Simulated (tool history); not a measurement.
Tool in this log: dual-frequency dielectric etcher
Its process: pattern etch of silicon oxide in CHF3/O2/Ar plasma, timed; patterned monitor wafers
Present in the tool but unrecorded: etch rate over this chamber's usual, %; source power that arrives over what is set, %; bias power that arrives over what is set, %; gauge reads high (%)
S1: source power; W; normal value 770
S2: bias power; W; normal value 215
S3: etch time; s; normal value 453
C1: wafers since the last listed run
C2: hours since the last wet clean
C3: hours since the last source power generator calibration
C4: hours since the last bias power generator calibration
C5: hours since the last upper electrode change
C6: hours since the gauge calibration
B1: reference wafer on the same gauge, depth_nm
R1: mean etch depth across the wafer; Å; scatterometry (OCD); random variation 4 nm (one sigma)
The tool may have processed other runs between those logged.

run    hour   S1   S2     S3   C1     C2      C3      C4      C5      C6      B1     R1
  1       0  770  176  405.5    0  634.3  2105.6    3258  3565.8  1855.4    1171   9074
       25.4  -- wet clean of the chamber
  2    48.9  770  192    453   59   23.5  2154.5  3306.9  3614.7  1904.3  1169.5  10787
  3   145.3  770  192    453  232  119.9  2250.9  3403.3  3711.1  2000.7  1170.5  10661
      184.9  -- source power generator calibrated
  4   214.1  720  215    540  156  188.7    29.2  3472.1  3779.9  2069.5  1171.7  12753
  5   317.8  720  215    540  249  292.4   132.9  3575.8  3883.6  2173.2  1168.1  12661
  6   424.9  720  215    540  257  399.5     240  3682.9  3990.7  2280.3  1170.8  12602
  7     492  770  215  418.5  161  466.6   307.1    3750  4057.8  2347.4  1169.9   9964
  8   568.6  770  215    453  184  543.2   383.7  3826.6  4134.4    2424  1171.9  10790
      599.7  -- bias power generator calibrated
      642.3  -- gauge calibrated
  9   668.8  770  215    453  231  643.4   483.9    69.1  4234.6    26.5  1171.5  10725
      734.1  -- wet clean of the chamber
 10   765.6  720  244  392.5  175   31.5   580.7   165.9  4331.4   123.3  1168.9   9609
 11   837.6  720  215    453  173  103.5   652.7   237.9  4403.4   195.3  1170.4  10612
 12   925.6  900  215    541  211  191.5   740.7   325.9  4491.4   283.3  1170.9  13666
 13     977  960  215  381.5  123  242.9   792.1   377.3  4542.8   334.7  1170.1   9912
 14    1058  770  215    453  195  323.9   873.1   458.3  4623.8   415.7  1170.1  10832
       1092  -- upper electrode replaced, of another model than before
 15  1139.6  770  251    453  138  405.5   954.7   539.9    47.6   497.3  1170.2  11024
 16  1319.5  770  215    453  433  585.4  1134.6   719.8   227.5   677.2  1169.1  10679
 17  1402.5  770  215    357  199  668.4  1217.6   802.8   310.5   760.2  1170.5   8334
 18  1444.6  630  215    453  101  710.5  1259.7   844.9   352.6   802.3  1168.5  10131
     1469.7  -- wet clean of the chamber
 19  1521.9  770  215    453  128   52.2    1337   922.2   429.9   879.6  1168.7  11147
 20  1578.4  710  173    351  136  108.7  1393.5   978.7   486.4   936.1  1171.2   8150
 21  1623.7  770  197    453  109    154  1438.8    1024   531.7   981.4  1170.8  10847
 22  1683.1  770  215  585.5  143  213.4  1498.2  1083.4   591.1  1040.8  1170.2  14154
 23  1749.9  770  215    453  160  280.2    1565  1150.2   657.9  1107.6    1169  10953
 24  1821.7  910  215    453  172    352  1636.8    1222   729.7  1179.4  1171.4  11359
 25  1868.5  770  215    453  112  398.8  1683.6  1268.8   776.5  1226.2  1168.8  10965
 26  1918.4  720  215    540  120  448.7  1733.5  1318.7   826.4  1276.1  1171.3  12737
 27    1986  590  257    453  162  516.3  1801.1  1386.3     894  1343.7  1169.4  10595
 28  2047.2  770  215    453  147  577.5  1862.3  1447.5   955.2  1404.9  1170.2  10801
     2143.5  -- wet clean of the chamber
 29  2152.9  660  215  409.5  196    9.4    1968  1553.2  1060.9  1510.6    1171   9717

Below are 4 alternative next runs, each starting from the tool's condition after run 29. Predict each:
  A  2153.4  770  162    453   1  9.9  1968.5  1553.7  1061.4  1511.1   ?   ?
  B  2153.4  720  194  560.5   1  9.9  1968.5  1553.7  1061.4  1511.1   ?   ?
  C  2153.4  830  215  355.5   1  9.9  1968.5  1553.7  1061.4  1511.1   ?   ?
  D  2153.4  640  231    538   1  9.9  1968.5  1553.7  1061.4  1511.1   ?   ?

run      B1     R1
  A  1169.7  10531
  B  1169.7  13211
  C  1169.7   8787
  D  1169.7  12765
Take away the tool's hidden state, keep each run's random variation, and the runs would have read:
run     R1
  A  10538
  B  13219
  C   8793
  D  12772
